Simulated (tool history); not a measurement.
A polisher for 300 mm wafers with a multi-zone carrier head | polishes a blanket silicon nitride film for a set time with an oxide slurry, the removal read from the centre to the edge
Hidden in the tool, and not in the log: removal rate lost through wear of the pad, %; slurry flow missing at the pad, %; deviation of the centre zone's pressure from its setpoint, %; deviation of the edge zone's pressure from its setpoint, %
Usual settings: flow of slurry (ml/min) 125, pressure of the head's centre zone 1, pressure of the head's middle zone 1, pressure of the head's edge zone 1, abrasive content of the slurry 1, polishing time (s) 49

| run | hour | flow of slurry (ml/min) | pressure of the head's centre zone | pressure of the head's middle zone | pressure of the head's edge zone | abrasive content of the slurry | polishing time (s) | wafers since the last listed run | wafers polished on this pad | hours since the slurry nozzle was cleaned | hours since the centre zone pressure was calibrated | hours since the edge zone pressure was calibrated | hours since the carrier head's membrane was replaced | incoming thickness of the incoming film, nm | film removed at the wafer's centre (angstrom) | film removed at mid-radius (angstrom) | film removed at the wafer's edge (angstrom) |
|---|---|---|---|---|---|---|---|---|---|---|---|---|---|---|---|---|---|
| 1 | 0 | 125 | 1 | 1 | 1 | 1 | 49 | 0 | 539 | 448.5 | 405.5 | 39.1 | 118.6 | 417.7 | 371 | 387 | 388 |
| 2 | 31.6 | 125 | 1 | 1 | 1 | 1 | 49 | 274 | 813 | 480.1 | 437.1 | 70.7 | 150.2 | 416 | 371 | 385 | 381 |
| 3 | 67.4 | 125 | 1 | 1 | 1 | 1 | 49 | 310 | 1124 | 515.9 | 472.9 | 106.5 | 186 | 412.5 | 372 | 378 | 381 |
| 4 | 92.6 | 125 | 1 | 1 | 1 | 1 | 49 | 218 | 1343 | 541.1 | 498.1 | 131.7 | 211.2 | 408.2 | 367 | 379 | 375 |
|  | 123.2 | worn pad replaced by a new one |
| 5 | 161.8 | 125 | 1 | 1 | 1 | 1 | 49 | 566 | 334 | 610.3 | 567.3 | 200.9 | 280.4 | 413.9 | 372 | 383 | 382 |
| 6 | 201.7 | 125 | 1 | 1 | 1 | 1 | 49 | 346 | 681 | 650.2 | 607.2 | 240.8 | 320.3 | 407.5 | 371 | 390 | 379 |
| 7 | 271.5 | 125 | 1 | 1 | 1 | 1 | 49 | 605 | 1287 | 720 | 677 | 310.6 | 390.1 | 416.3 | 362 | 374 | 381 |
|  | 294 | worn pad replaced by a new one |
| 8 | 324.2 | 125 | 1 | 1 | 1 | 1.1 | 49 | 422 | 261 | 772.7 | 729.7 | 363.3 | 442.8 | 413.2 | 382 | 400 | 397 |
| 9 | 373.6 | 125 | 1.1 | 0.93 | 1 | 1.2 | 36 | 428 | 690 | 822.1 | 779.1 | 412.7 | 492.2 | 409.1 | 312 | 289 | 300 |
| 10 | 441.5 | 125 | 1 | 1 | 1 | 1 | 49 | 589 | 1280 | 890 | 847 | 480.6 | 560.1 | 409.5 | 361 | 380 | 391 |
|  | 466 | carrier head's membrane replaced by a new one |
|  | 472.3 | worn pad replaced by a new one |
|  | 490.1 | centre zone pressure recalibrated |
|  | 506.3 | slurry nozzle cleaned |
|  | 632.2 | edge zone pressure recalibrated |
| 11 | 641.4 | 125 | 1 | 1 | 1 | 1 | 49 | 1613 | 1424 | 135.1 | 151.3 | 9.2 | 175.4 | 410.2 | 375 | 386 | 390 |

The next listed run, before its measurement:
|  | 663 | worn pad replaced by a new one |
| 12 | 691 | 140 | 1.04 | 1.03 | 1 | 1 | 41 | 395 | 242 | 184.7 | 200.9 | 58.8 | 225 | 411.4 | ? | ? | ? |

{"run 12": {"film removed at the wafer's centre (angstrom)": 328, "film removed at mid-radius (angstrom)": 335, "film removed at the wafer's edge (angstrom)": 331}}
Without the tool's hidden state the same run would have given film removed at the wafer's centre (angstrom) 331, film removed at mid-radius (angstrom) 338, film removed at the wafer's edge (angstrom) 333.
